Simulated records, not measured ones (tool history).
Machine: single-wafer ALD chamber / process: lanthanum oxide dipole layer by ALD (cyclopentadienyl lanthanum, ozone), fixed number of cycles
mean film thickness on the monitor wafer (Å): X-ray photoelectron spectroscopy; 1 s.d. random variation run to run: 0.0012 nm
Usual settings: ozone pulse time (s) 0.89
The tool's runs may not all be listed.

run	day	ozone pulse time (s)	wafers since the last listed run	hours since the last thermocouple change	hours since the last ozone generator service	hours since the showerhead was replaced	hours since the gauge calibration	read-back reference wafer on the same gauge, thickness_nm	mean film thickness on the monitor wafer (Å)
1	0	0.89	0	1334.9	836.5	6323	217.9	0.5	4.44
2	0.396	1.1	184	1344.4	846	6332.5	227.4	0.5	4.74
3	1.162	1.1	358	1362.8	864.4	6350.9	245.8	0.499	4.77
4	1.792	1.1	293	1377.9	879.5	6366	260.9	0.5	4.75
5	2.075	0.65	132	1384.7	886.3	6372.8	267.7	0.5	3.91
6	2.479	0.65	188	1394.4	896	6382.5	277.4	0.5	3.89
7	3.012	0.65	249	1407.2	908.8	6395.3	290.2	0.499	3.91
8	3.625	0.68	286	1421.9	923.5	6410	304.9	0.5	3.96
9	4.254	0.68	293	1437	938.6	6425.1	320	0.5	3.96
10	4.692	0.89	204	1447.5	949.1	6435.6	330.5	0.5	4.37
# day 5.242: gauge calibrated
11	5.283	0.89	276	1461.7	963.3	6449.8	1	0.5	4.35
12	5.725	0.89	206	1472.3	973.9	6460.4	11.6	0.5	4.34
13	6.317	0.89	276	1486.5	988.1	6474.6	25.8	0.5	4.34
14	6.908	0.89	276	1500.7	1002.3	6488.8	40	0.499	4.34
15	7.188	0.89	130	1507.4	1009	6495.5	46.7	0.5	4.32
# day 7.9: showerhead replaced
16	7.921	1.06	186	1525	1026.6	0.5	64.3	0.5	4.6
17	8.121	0.55	93	1529.8	1031.4	5.3	69.1	0.5	3.55
18	8.392	0.75	126	1536.3	1037.9	11.8	75.6	0.5	4.04
19	8.667	1.16	128	1542.9	1044.5	18.4	82.2	0.5	4.72
# day 9.383: ozone generator serviced
20	9.404	1.02	188	1560.6	0.5	36.1	99.9	0.5	4.86
# day 9.8: thermocouple changed; heater temperature recalibrated
21	9.821	1.15	38	0.5	10.5	46.1	109.9	0.5	5.04
22	11.596	0.89	829	43.1	53.1	88.7	152.5	0.5	4.68
23	12.183	0.71	274	57.2	67.2	102.8	166.6	0.5	4.33
24	12.583	1.05	186	66.8	76.8	112.4	176.2	0.5	4.89
25	13.146	1.13	262	80.3	90.3	125.9	189.7	0.5	5
26	13.771	0.99	292	95.3	105.3	140.9	204.7	0.5	4.81
27	14.392	1.14	290	110.2	120.2	155.8	219.6	0.5	4.99
28	14.667	0.68	128	116.8	126.8	162.4	226.2	0.5	4.26

Predict each of these 4 candidate next runs independently; none follows another, all start after run 28:
A	14.683	0.79	7	117.2	127.2	162.8	226.6	?	?
B	14.683	0.62	7	117.2	127.2	162.8	226.6	?	?
C	14.683	1.12	7	117.2	127.2	162.8	226.6	?	?
D	14.683	0.56	7	117.2	127.2	162.8	226.6	?	?

run	read-back reference wafer on the same gauge, thickness_nm	mean film thickness on the monitor wafer (Å)
A	0.5	4.49
B	0.5	4.12
C	0.5	4.98
D	0.5	3.97
Take away the tool's hidden state, keep each run's random variation, and the runs would have read:
run	mean film thickness on the monitor wafer (Å)
A	4.54
B	4.18
C	5.01
D	4.02

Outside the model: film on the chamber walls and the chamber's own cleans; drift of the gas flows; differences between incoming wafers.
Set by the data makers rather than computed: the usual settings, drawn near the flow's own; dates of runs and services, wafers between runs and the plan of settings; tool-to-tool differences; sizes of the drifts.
